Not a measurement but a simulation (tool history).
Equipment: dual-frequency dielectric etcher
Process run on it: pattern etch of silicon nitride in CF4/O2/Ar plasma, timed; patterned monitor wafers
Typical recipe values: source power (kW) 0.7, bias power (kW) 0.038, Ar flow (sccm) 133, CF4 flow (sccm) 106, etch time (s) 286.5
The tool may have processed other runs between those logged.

run,hour,source power (kW),bias power (kW),Ar flow (sccm),CF4 flow (sccm),etch time (s),"read-back reference wafer on the same gauge, depth_nm",mean etch depth across the wafer (angstrom)
1,0,0.64,0.038,133,106,286.5,645.1,5341
2,29.3,0.64,0.038,133,106,286.5,644.9,5327
3,60,0.7,0.038,133,106,286.5,645.9,5715
4,89.6,0.7,0.038,133,106,286.5,645.5,5659
5,105.5,0.7,0.038,133,106,286.5,644.5,5665
6,134.4,0.84,0.038,133,106,286.5,644.7,6586
7,161.6,0.84,0.038,133,106,286.5,645.5,6538
# hour 188.1: upper electrode replaced
# hour 203.7: source power generator calibrated
# hour 207.7: wet clean of the chamber
8,208.2,0.7,0.038,133,106,286.5,644.4,6058
# hour 216.2: Ar flow controller replaced
9,216.7,0.7,0.038,133,106,286.5,645.7,6051
10,246.5,0.7,0.038,133,106,286.5,645.3,6019
# hour 272.1: gauge calibrated
11,272.2,0.7,0.038,133,106,326.5,645.5,6852
12,302.9,0.7,0.038,133,129,355,645.3,7660

Estimate the outcome of run 13 from the log above:
# hour 307.6: bias power generator calibrated
13,326.2,0.7,0.038,133,106,286.5,?,?

Run 13 yielded read-back reference wafer on the same gauge, depth_nm 646.2, mean etch depth across the wafer (angstrom) 6026.
The same run, on a tool lacking any hidden state, would have yielded mean etch depth across the wafer (angstrom) 6071.
